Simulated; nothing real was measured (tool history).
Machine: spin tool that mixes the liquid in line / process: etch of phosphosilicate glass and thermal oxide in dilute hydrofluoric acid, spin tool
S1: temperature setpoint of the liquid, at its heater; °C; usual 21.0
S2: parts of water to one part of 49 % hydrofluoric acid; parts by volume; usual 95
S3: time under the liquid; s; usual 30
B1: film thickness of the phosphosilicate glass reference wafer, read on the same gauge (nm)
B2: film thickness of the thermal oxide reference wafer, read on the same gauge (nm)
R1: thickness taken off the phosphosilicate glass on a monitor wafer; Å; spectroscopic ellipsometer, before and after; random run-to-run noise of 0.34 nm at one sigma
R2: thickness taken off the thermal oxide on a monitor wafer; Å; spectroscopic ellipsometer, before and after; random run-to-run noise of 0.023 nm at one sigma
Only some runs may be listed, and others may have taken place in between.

| run | hour | S1 | S2 | S3 | B1 | B2 | R1 | R2 |
|---|---|---|---|---|---|---|---|---|
| 1 | 0.0 | 21.0 | 110 | 30 | 120.01 | 139.987 | 282.8 | 9.42 |
| 2 | 15.9 | 21.0 | 110 | 30 | 119.99 | 139.994 | 282.4 | 9.14 |
| 3 | 24.0 | 21.0 | 110 | 30 | 120.00 | 139.981 | 281.6 | 8.97 |
| 4 | 39.8 | 21.0 | 135 | 20 | 120.04 | 139.983 | 149.2 | 4.84 |
| 5 | 56.1 | 21.0 | 95 | 30 | 120.00 | 140.031 | 332.3 | 10.72 |
| 6 | 64.3 | 20.0 | 95 | 30 | 119.99 | 139.951 | 318.8 | 10.58 |
| 7 | 71.9 | 20.0 | 95 | 30 | 120.01 | 140.009 | 315.8 | 10.32 |
| 8 | 85.9 | 20.0 | 95 | 30 | 120.01 | 140.011 | 316.4 | 10.31 |
| 9 | 93.8 | 19.5 | 95 | 30 | 120.01 | 139.967 | 305.9 | 9.67 |
|  | 97.4 | hydrofluoric acid flow meter replaced |
| 10 | 109.2 | 19.5 | 95 | 30 | 120.00 | 139.944 | 362.8 | 11.60 |
| 11 | 120.3 | 19.5 | 95 | 30 | 119.98 | 140.007 | 365.8 | 11.97 |
|  | 126.8 | gauge calibrated |
| 12 | 128.8 | 21.0 | 95 | 30 | 120.00 | 139.957 | 382.2 | 12.69 |
| 13 | 136.6 | 21.0 | 95 | 30 | 119.99 | 140.038 | 383.4 | 12.73 |
| 14 | 154.2 | 21.0 | 95 | 30 | 119.95 | 140.026 | 379.4 | 12.61 |
| 15 | 170.8 | 18.5 | 135 | 15 | 119.97 | 139.953 | 118.4 | 3.77 |
| 16 | 185.9 | 21.0 | 95 | 15 | 120.00 | 139.992 | 191.4 | 6.29 |
|  | 188.7 | thermometer replaced |
| 17 | 192.2 | 21.0 | 50 | 15 | 120.01 | 140.016 | 385.9 | 12.72 |
| 18 | 204.5 | 21.0 | 95 | 30 | 120.00 | 140.046 | 377.6 | 12.79 |
| 19 | 214.1 | 23.5 | 120 | 50 | 120.05 | 139.972 | 536.3 | 17.95 |
| 20 | 226.0 | 21.0 | 95 | 30 | 120.02 | 140.005 | 377.7 | 12.43 |
| 21 | 235.9 | 24.5 | 125 | 15 | 119.98 | 140.022 | 162.2 | 5.27 |
| 22 | 246.0 | 21.0 | 140 | 30 | 120.00 | 140.007 | 248.1 | 7.84 |
| 23 | 252.6 | 21.0 | 115 | 30 | 119.99 | 139.968 | 308.5 | 10.18 |
| 24 | 260.4 | 21.0 | 95 | 30 | 119.97 | 139.927 | 381.4 | 12.72 |
| 25 | 269.5 | 21.0 | 55 | 30 | 120.01 | 139.992 | 680.1 | 22.56 |
| 26 | 283.5 | 21.0 | 95 | 35 | 120.01 | 140.001 | 448.3 | 14.36 |
| 27 | 296.4 | 26.0 | 95 | 15 | 120.03 | 140.022 | 227.5 | 7.68 |

What if the next run were any one of these 3? Each begins from the tool's condition after run 27:
| A | 296.8 | 25.0 | 95 | 30 | ? | ? | ? | ? |
| B | 296.8 | 21.0 | 135 | 35 | ? | ? | ? | ? |
| C | 296.8 | 19.5 | 95 | 50 | ? | ? | ? | ? |

| run | B1 | B2 | R1 | R2 |
|---|---|---|---|---|
| A | 119.99 | 139.993 | 442.3 | 14.35 |
| B | 119.99 | 139.993 | 295.5 | 9.59 |
| C | 119.99 | 139.993 | 590.7 | 19.16 |
With the hidden condition removed and each run's random variation left untouched, the same runs would have given:
| run | R1 | R2 |
|---|---|---|
| A | 461.6 | 14.98 |
| B | 308.7 | 10.01 |
| C | 616.1 | 19.99 |
